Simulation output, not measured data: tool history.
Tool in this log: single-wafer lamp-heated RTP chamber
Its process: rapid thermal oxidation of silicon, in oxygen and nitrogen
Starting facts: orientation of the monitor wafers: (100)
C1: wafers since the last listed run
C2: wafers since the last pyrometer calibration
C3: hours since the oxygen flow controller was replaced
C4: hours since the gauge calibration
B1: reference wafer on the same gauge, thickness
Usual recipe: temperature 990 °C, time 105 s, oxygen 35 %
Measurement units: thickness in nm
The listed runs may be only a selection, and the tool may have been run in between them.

run 1 hour=0 | temperature=996 time=105 oxygen=20 | C1=0 C2=5585 C3=747.9 C4=753.1 | B1=3.977 | thickness=4.379
run 2 hour=75.6 | temperature=996 time=105 oxygen=20 | C1=564 C2=6150 C3=823.5 C4=828.7 | B1=3.985 | thickness=4.401
-- hour=100.4 pyrometer window cleaned and pyrometer calibrated
run 3 hour=116 | temperature=996 time=105 oxygen=20 | C1=241 C2=116 C3=863.9 C4=869.1 | B1=3.978 | thickness=4.297
run 4 hour=174.1 | temperature=990 time=127 oxygen=35 | C1=433 C2=550 C3=922 C4=927.2 | B1=3.986 | thickness=5.415
run 5 hour=261.2 | temperature=990 time=127 oxygen=35 | C1=650 C2=1201 C3=1009.1 C4=1014.3 | B1=3.975 | thickness=5.44
run 6 hour=348.7 | temperature=990 time=105 oxygen=35 | C1=653 C2=1854 C3=1096.6 C4=1101.8 | B1=3.986 | thickness=4.987
run 7 hour=453.4 | temperature=990 time=105 oxygen=35 | C1=781 C2=2636 C3=1201.3 C4=1206.5 | B1=3.972 | thickness=4.989
run 8 hour=548 | temperature=990 time=105 oxygen=35 | C1=706 C2=3342 C3=1295.9 C4=1301.1 | B1=3.972 | thickness=5.03
run 9 hour=596 | temperature=990 time=68 oxygen=56 | C1=358 C2=3701 C3=1343.9 C4=1349.1 | B1=3.977 | thickness=4.866
run 10 hour=674.1 | temperature=990 time=68 oxygen=56 | C1=583 C2=4284 C3=1422 C4=1427.2 | B1=3.972 | thickness=4.881
run 11 hour=738.9 | temperature=990 time=68 oxygen=56 | C1=483 C2=4768 C3=1486.8 C4=1492 | B1=3.982 | thickness=4.87
run 12 hour=838.4 | temperature=970 time=105 oxygen=35 | C1=743 C2=5511 C3=1586.3 C4=1591.5 | B1=3.975 | thickness=4.389
-- hour=982.1 pyrometer window cleaned and pyrometer calibrated
run 13 hour=1071.1 | temperature=990 time=135 oxygen=64 | C1=1678 C2=664 C3=1819 C4=1824.2 | B1=3.985 | thickness=6.749
run 14 hour=1158.4 | temperature=990 time=105 oxygen=17 | C1=651 C2=1316 C3=1906.3 C4=1911.5 | B1=3.977 | thickness=3.971
run 15 hour=1251.2 | temperature=990 time=105 oxygen=35 | C1=693 C2=2009 C3=1999.1 C4=2004.3 | B1=3.988 | thickness=4.971
run 16 hour=1312.3 | temperature=1014 time=59 oxygen=46 | C1=456 C2=2465 C3=2060.2 C4=2065.4 | B1=3.98 | thickness=5.016
run 17 hour=1406.1 | temperature=1005 time=91 oxygen=17 | C1=700 C2=3166 C3=2154 C4=2159.2 | B1=3.981 | thickness=4.138
run 18 hour=1479 | temperature=990 time=105 oxygen=35 | C1=544 C2=3710 C3=2226.9 C4=2232.1 | B1=3.979 | thickness=4.985
run 19 hour=1542.2 | temperature=990 time=105 oxygen=35 | C1=471 C2=4182 C3=2290.1 C4=2295.3 | B1=3.98 | thickness=4.956
run 20 hour=1613.3 | temperature=990 time=105 oxygen=20 | C1=530 C2=4713 C3=2361.2 C4=2366.4 | B1=3.985 | thickness=4.159
run 21 hour=1670.2 | temperature=990 time=105 oxygen=35 | C1=424 C2=5138 C3=2418.1 C4=2423.3 | B1=3.977 | thickness=4.97
run 22 hour=1711.4 | temperature=990 time=146 oxygen=45 | C1=307 C2=5446 C3=2459.3 C4=2464.5 | B1=3.983 | thickness=6.264
run 23 hour=1758.8 | temperature=990 time=146 oxygen=21 | C1=353 C2=5800 C3=2506.7 C4=2511.9 | B1=3.978 | thickness=4.846
-- hour=1789.9 pyrometer window cleaned and pyrometer calibrated
run 24 hour=1859.3 | temperature=990 time=105 oxygen=60 | C1=690 C2=518 C3=2607.2 C4=2612.4 | B1=3.978 | thickness=5.86
run 25 hour=1943.3 | temperature=998 time=73 oxygen=19 | C1=627 C2=1145 C3=2691.2 C4=2696.4 | B1=3.986 | thickness=3.675
-- hour=1947.3 gauge calibrated
run 26 hour=1983.6 | temperature=998 time=73 oxygen=17 | C1=300 C2=1446 C3=2731.5 C4=36.3 | B1=3.982 | thickness=3.587
run 27 hour=2091.5 | temperature=990 time=105 oxygen=35 | C1=805 C2=2252 C3=2839.4 C4=144.2 | B1=3.978 | thickness=4.924
-- hour=2104.1 oxygen flow controller replaced
run 28 hour=2161 | temperature=1001 time=68 oxygen=35 | C1=459 C2=2711 C3=56.9 C4=213.7 | B1=3.984 | thickness=4.481
run 29 hour=2205.1 | temperature=990 time=105 oxygen=35 | C1=329 C2=3040 C3=101 C4=257.8 | B1=3.984 | thickness=4.993
run 30 hour=2257.9 | temperature=1009 time=105 oxygen=51 | C1=394 C2=3435 C3=153.8 C4=310.6 | B1=3.987 | thickness=6.526
run 31 hour=2299.1 | temperature=978 time=56 oxygen=56 | C1=307 C2=3742 C3=195 C4=351.8 | B1=3.981 | thickness=4.135
run 32 hour=2406.4 | temperature=990 time=105 oxygen=35 | C1=801 C2=4544 C3=302.3 C4=459.1 | B1=3.975 | thickness=5.052
run 33 hour=2454.3 | temperature=975 time=127 oxygen=62 | C1=357 C2=4901 C3=350.2 C4=507 | B1=3.977 | thickness=5.948
run 34 hour=2518 | temperature=990 time=105 oxygen=51 | C1=475 C2=5377 C3=413.9 C4=570.7 | B1=3.982 | thickness=5.698
run 35 hour=2604.4 | temperature=1018 time=130 oxygen=49 | C1=645 C2=6022 C3=500.3 C4=657.1 | B1=3.978 | thickness=7.537
-- hour=2674.7 pyrometer window cleaned and pyrometer calibrated
run 36 hour=2890 | temperature=990 time=79 oxygen=35 | C1=2073 C2=1608 C3=785.9 C4=942.7 | B1=3.984 | thickness=4.39

The same runs without the tool's hidden state, with the same run-to-run variation:
Unlogged tool condition in this case: true wafer temperature minus pyrometer reading, K; deviation of the oxygen flow from its setpoint, %; gauge reads high (%).
run=1 thickness=4.274
run=2 thickness=4.295
run=3 thickness=4.275
run=4 thickness=5.366
run=5 thickness=5.367
run=6 thickness=4.905
run=7 thickness=4.894
run=8 thickness=4.926
run=9 thickness=4.762
run=10 thickness=4.772
run=11 thickness=4.759
run=12 thickness=4.294
run=13 thickness=6.717
run=14 thickness=3.952
run=15 thickness=4.924
run=16 thickness=4.959
run=17 thickness=4.101
run=18 thickness=4.922
run=19 thickness=4.892
run=20 thickness=4.117
run=21 thickness=4.906
run=22 thickness=6.171
run=23 thickness=4.797
run=24 thickness=5.874
run=25 thickness=3.693
run=26 thickness=3.601
run=27 thickness=4.919
run=28 thickness=4.411
run=29 thickness=4.907
run=30 thickness=6.403
run=31 thickness=4.059
run=32 thickness=4.95
run=33 thickness=5.814
run=34 thickness=5.573
run=35 thickness=7.372
run=36 thickness=4.339
